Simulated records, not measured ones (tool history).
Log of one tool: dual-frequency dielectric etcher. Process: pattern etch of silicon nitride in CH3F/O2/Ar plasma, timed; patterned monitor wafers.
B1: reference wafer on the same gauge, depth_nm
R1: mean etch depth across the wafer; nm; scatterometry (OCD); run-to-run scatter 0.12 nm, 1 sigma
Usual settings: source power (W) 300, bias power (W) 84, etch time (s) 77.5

{"run": 1, "day": 0.0, "source power (W)": 300, "bias power (W)": 84, "etch time (s)": 77.5, "B1": 49.3, "R1": 50.4}
{"run": 2, "day": 0.358, "source power (W)": 300, "bias power (W)": 84, "etch time (s)": 77.5, "B1": 49.3, "R1": 50.1}
{"run": 3, "day": 0.862, "source power (W)": 350, "bias power (W)": 84, "etch time (s)": 77.5, "B1": 49.3, "R1": 52.5}
{"run": 4, "day": 1.2, "source power (W)": 350, "bias power (W)": 84, "etch time (s)": 77.5, "B1": 49.3, "R1": 52.6}
{"run": 5, "day": 1.625, "source power (W)": 300, "bias power (W)": 84, "etch time (s)": 87, "B1": 49.3, "R1": 56}
{"run": 6, "day": 2.221, "source power (W)": 300, "bias power (W)": 84, "etch time (s)": 87, "B1": 49.3, "R1": 55.9}
{"day": 2.379, "done": "gauge calibrated"}
{"run": 7, "day": 2.529, "source power (W)": 300, "bias power (W)": 84, "etch time (s)": 87, "B1": 49.3, "R1": 56}
{"day": 3.112, "done": "source power generator calibrated"}
{"day": 3.583, "done": "bias power generator calibrated"}
{"day": 3.646, "done": "wet clean of the chamber"}
{"day": 4.267, "done": "upper electrode replaced"}
{"run": 8, "day": 4.288, "source power (W)": 330, "bias power (W)": 84, "etch time (s)": 77.5, "B1": 49.3, "R1": 54.2}
{"run": 9, "day": 4.3, "source power (W)": 360, "bias power (W)": 69, "etch time (s)": 77.5, "B1": 49.3, "R1": 52.5}
{"run": 10, "day": 4.317, "source power (W)": 360, "bias power (W)": 69, "etch time (s)": 77.5, "B1": 49.3, "R1": 52.3}
{"run": 11, "day": 4.329, "source power (W)": 360, "bias power (W)": 69, "etch time (s)": 77.5, "B1": 49.3, "R1": 52.4}
{"run": 12, "day": 4.517, "source power (W)": 300, "bias power (W)": 96, "etch time (s)": 77.5, "B1": 49.3, "R1": 54.8}
{"run": 13, "day": 5.246, "source power (W)": 300, "bias power (W)": 71, "etch time (s)": 77.5, "B1": 49.3, "R1": 49.9}
{"run": 14, "day": 5.833, "source power (W)": 370, "bias power (W)": 99, "etch time (s)": 84.5, "B1": 49.3, "R1": 64.6}
{"run": 15, "day": 6.4, "source power (W)": 260, "bias power (W)": 77, "etch time (s)": 67, "B1": 49.3, "R1": 42.2}
{"run": 16, "day": 6.721, "source power (W)": 300, "bias power (W)": 84, "etch time (s)": 77.5, "B1": 49.3, "R1": 52.3}
{"run": 17, "day": 7.0, "source power (W)": 300, "bias power (W)": 84, "etch time (s)": 77.5, "B1": 49.3, "R1": 52.2}
{"day": 7.171, "done": "gauge calibrated"}
{"run": 18, "day": 7.35, "source power (W)": 350, "bias power (W)": 71, "etch time (s)": 93.5, "B1": 49.3, "R1": 62.8}
{"run": 19, "day": 7.742, "source power (W)": 300, "bias power (W)": 99, "etch time (s)": 66.5, "B1": 49.3, "R1": 47.3}
{"run": 20, "day": 8.017, "source power (W)": 300, "bias power (W)": 78, "etch time (s)": 77.5, "B1": 49.3, "R1": 50.8}
{"run": 21, "day": 8.533, "source power (W)": 360, "bias power (W)": 84, "etch time (s)": 77.5, "B1": 49.3, "R1": 55.1}
{"run": 22, "day": 9.008, "source power (W)": 300, "bias power (W)": 84, "etch time (s)": 57, "B1": 49.3, "R1": 38.3}

4 ways to go on from here, each from the tool as it stands after run 22. What would each give?
{"run": "A", "day": 9.025, "source power (W)": 300, "bias power (W)": 104, "etch time (s)": 77.5, "B1": "?", "R1": "?"}
{"run": "B", "day": 9.025, "source power (W)": 250, "bias power (W)": 84, "etch time (s)": 57, "B1": "?", "R1": "?"}
{"run": "C", "day": 9.025, "source power (W)": 250, "bias power (W)": 84, "etch time (s)": 100, "B1": "?", "R1": "?"}
{"run": "D", "day": 9.025, "source power (W)": 300, "bias power (W)": 84, "etch time (s)": 58, "B1": "?", "R1": "?"}

run=A B1=49.3 R1=56.2
run=B B1=49.3 R1=36.4
run=C B1=49.3 R1=63.9
run=D B1=49.3 R1=39.2
Without the tool's hidden state the same runs would have given:
run=A R1=56.6
run=B R1=36.7
run=C R1=64.4
run=D R1=39.5
